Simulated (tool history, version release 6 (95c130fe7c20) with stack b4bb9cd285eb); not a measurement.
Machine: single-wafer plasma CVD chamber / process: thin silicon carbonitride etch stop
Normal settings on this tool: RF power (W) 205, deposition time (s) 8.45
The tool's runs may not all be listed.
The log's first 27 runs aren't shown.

run	hour	RF power (W)	deposition time (s)	read-back reference wafer on the same gauge, thickness_nm	mean film thickness on the monitor wafer (nm)
28	742.3	205	8.45	4.593	4.968
29	762.1	180	7.96	4.592	4.493
30	791.4	205	8.45	4.595	5.000
31	807.0	220	7.59	4.591	4.573
32	827.8	215	7.94	4.586	4.758
33	860.8	205	8.87	4.582	5.204
34	881.2	240	9.66	4.590	6.026
35	901.4	205	8.45	4.594	4.956

Consider 4 possible next runs. They are alternatives, not a sequence: every one starts from the tool as it was left by run 35. What does each give?
A	901.8	205	8.45	?	?
B	901.8	205	6.84	?	?
C	901.8	205	7.69	?	?
D	901.8	235	9.25	?	?

run	read-back reference wafer on the same gauge, thickness_nm	mean film thickness on the monitor wafer (nm)
A	4.588	4.945
B	4.588	4.003
C	4.588	4.500
D	4.588	5.670
With the hidden condition removed and each run's random variation left untouched, the same runs would have given:
run	mean film thickness on the monitor wafer (nm)
A	5.004
B	4.051
C	4.554
D	5.738

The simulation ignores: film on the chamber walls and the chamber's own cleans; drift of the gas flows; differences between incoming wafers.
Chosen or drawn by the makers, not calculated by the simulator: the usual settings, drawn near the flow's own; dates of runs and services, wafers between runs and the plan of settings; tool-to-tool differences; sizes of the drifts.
